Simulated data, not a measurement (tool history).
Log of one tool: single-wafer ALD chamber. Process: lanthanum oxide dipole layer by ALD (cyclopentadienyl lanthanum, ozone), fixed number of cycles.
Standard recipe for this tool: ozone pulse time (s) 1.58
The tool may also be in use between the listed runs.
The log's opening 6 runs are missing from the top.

run	hour	ozone pulse time (s)	wafers since the last listed run	hours since the last thermocouple change	hours since the last ozone generator service	hours since the showerhead was replaced	hours since the gauge calibration	read-back reference wafer on the same gauge, thickness_nm	mean film thickness on the monitor wafer (Å)
7	382.1	1.58	1167	2116.6	137.6	4287.6	853.2	0.580	5.82
8	449.3	1.58	1153	2183.8	204.8	4354.8	920.4	0.580	5.79
# hour 498.1: showerhead replaced
9	510.4	1.89	911	2244.9	265.9	12.3	981.5	0.580	5.91
10	552.1	1.89	715	2286.6	307.6	54.0	1023.2	0.579	5.93
11	591.9	1.89	683	2326.4	347.4	93.8	1063.0	0.580	5.92
# hour 633.9: thermocouple changed; heater temperature recalibrated
12	651.3	1.58	882	17.4	406.8	153.2	1122.4	0.579	5.72
13	685.3	1.58	583	51.4	440.8	187.2	1156.4	0.580	5.73
14	722.1	1.09	631	88.2	477.6	224.0	1193.2	0.581	5.20
15	782.7	1.12	1040	148.8	538.2	284.6	1253.8	0.580	5.22
16	824.1	1.58	710	190.2	579.6	326.0	1295.2	0.580	5.69
# hour 891.5: gauge calibrated
17	894.0	1.58	1199	260.1	649.5	395.9	2.5	0.580	5.66
# hour 931.1: ozone generator serviced
18	932.5	0.99	523	298.6	1.4	434.4	41.0	0.580	5.24
19	999.0	1.40	1141	365.1	67.9	500.9	107.5	0.579	5.72
20	1026.5	1.23	472	392.6	95.4	528.4	135.0	0.580	5.55
21	1058.9	1.30	556	425.0	127.8	560.8	167.4	0.580	5.58
22	1112.8	1.80	925	478.9	181.7	614.7	221.3	0.580	5.90

Estimate the outcome of run 23 from the log above:
23	1156.5	1.58	750	522.6	225.4	658.4	265.0	?	?

read-back reference wafer on the same gauge, thickness_nm: 0.580
mean film thickness on the monitor wafer (Å): 5.79
Had the tool carried no hidden state, the very same run would have given mean film thickness on the monitor wafer (Å) 5.84.

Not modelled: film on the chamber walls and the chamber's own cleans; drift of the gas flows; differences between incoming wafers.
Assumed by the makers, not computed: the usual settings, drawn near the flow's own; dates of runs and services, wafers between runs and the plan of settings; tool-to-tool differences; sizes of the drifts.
